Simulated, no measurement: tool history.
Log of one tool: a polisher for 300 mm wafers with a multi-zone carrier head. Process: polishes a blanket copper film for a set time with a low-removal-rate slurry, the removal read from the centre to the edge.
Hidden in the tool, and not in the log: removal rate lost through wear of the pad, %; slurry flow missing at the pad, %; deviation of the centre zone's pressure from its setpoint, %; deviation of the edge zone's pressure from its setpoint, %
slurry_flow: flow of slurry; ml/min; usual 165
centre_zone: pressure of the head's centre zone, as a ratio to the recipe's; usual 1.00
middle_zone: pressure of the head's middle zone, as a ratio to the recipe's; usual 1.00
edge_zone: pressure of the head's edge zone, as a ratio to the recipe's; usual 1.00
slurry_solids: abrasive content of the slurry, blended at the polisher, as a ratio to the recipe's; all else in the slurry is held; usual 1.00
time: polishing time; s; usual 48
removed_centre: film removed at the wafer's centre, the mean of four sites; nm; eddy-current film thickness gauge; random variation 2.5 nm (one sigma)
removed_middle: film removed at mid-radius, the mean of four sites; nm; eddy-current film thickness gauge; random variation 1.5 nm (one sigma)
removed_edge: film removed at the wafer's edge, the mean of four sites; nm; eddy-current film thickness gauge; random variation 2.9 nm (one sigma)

run,day,slurry_flow,centre_zone,middle_zone,edge_zone,slurry_solids,time,wafers since the last listed run,wafers polished on this pad,hours since the slurry nozzle was cleaned,hours since the centre zone pressure was calibrated,hours since the edge zone pressure was calibrated,hours since the carrier head's membrane was replaced,"incoming thickness of the incoming film, nm",removed_centre,removed_middle,removed_edge
1,0.000,165,1.00,1.00,1.00,1.00,48,0,3086,467.0,1187.8,142.1,1326.6,1205.3,185.4,184.3,181.3
# day 1.279: centre zone pressure recalibrated
2,1.517,165,1.00,1.00,1.00,1.00,48,427,3514,503.4,5.7,178.5,1363.0,1180.1,181.8,183.6,180.7
# day 3.662: carrier head's membrane replaced by a new one
3,4.262,165,1.00,1.00,1.00,1.00,48,757,4271,569.3,71.6,244.4,14.4,1204.4,178.7,178.5,177.4
4,6.167,165,1.00,1.00,1.00,1.00,48,568,4839,615.0,117.3,290.1,60.1,1188.0,176.8,179.8,181.8
# day 7.596: worn pad replaced by a new one, of another model than before
5,8.829,165,1.04,0.95,1.06,1.00,42,744,368,678.9,181.2,354.0,124.0,1207.1,164.8,156.1,166.1
6,11.238,165,1.00,1.00,1.00,1.00,48,718,1086,736.7,239.0,411.8,181.8,1207.9,180.1,183.7,184.5
# day 12.921: slurry nozzle cleaned
7,14.196,205,0.90,1.10,1.00,1.00,34,870,1956,30.6,310.0,482.8,252.8,1180.9,125.1,150.4,137.6
8,16.162,165,1.00,1.00,1.00,0.75,48,586,2543,77.8,357.2,530.0,300.0,1199.2,185.7,189.3,189.1
9,21.804,165,1.00,0.91,0.91,0.80,48,1683,4226,213.2,492.6,665.4,435.4,1201.1,190.6,175.7,176.4
10,24.442,165,1.00,1.00,0.89,1.00,48,786,5013,276.5,555.9,728.7,498.7,1196.2,190.6,193.0,179.6
11,26.679,165,1.00,1.00,1.00,1.00,48,667,5681,330.2,609.6,782.4,552.4,1210.1,190.6,190.0,185.0
# day 29.042: worn pad replaced by a new one
12,29.592,165,1.00,1.08,1.00,1.00,63,819,164,400.1,679.5,852.3,622.3,1222.4,244.8,262.1,249.4
13,31.512,165,1.00,1.08,0.91,1.00,53,573,737,446.2,725.6,898.4,668.4,1206.9,205.9,220.4,202.8
14,33.217,165,0.90,1.05,1.00,1.15,53,508,1245,487.1,766.5,939.3,709.3,1188.3,191.5,219.6,214.5
# day 38.638: slurry nozzle cleaned
15,38.850,165,1.00,1.00,1.00,1.00,48,1668,2913,5.1,901.7,1074.5,844.5,1212.2,190.6,195.0,191.2
16,40.492,165,1.00,1.00,1.00,1.00,48,489,3403,44.5,941.1,1113.9,883.9,1219.1,195.8,190.6,192.6
17,41.921,165,1.00,0.91,1.00,1.10,48,426,3829,78.8,975.4,1148.2,918.2,1218.2,193.0,180.5,195.2

Forecast run 18:
18,43.658,165,1.00,1.00,1.00,1.00,48,518,4348,120.5,1017.1,1189.9,959.9,1191.5,?,?,?

removed_centre: 190.0 nm
removed_middle: 189.8 nm
removed_edge: 197.3 nm
Without the tool's hidden state the same run would have given removed_centre 191.9 nm, removed_middle 191.5 nm, removed_edge 198.5 nm.
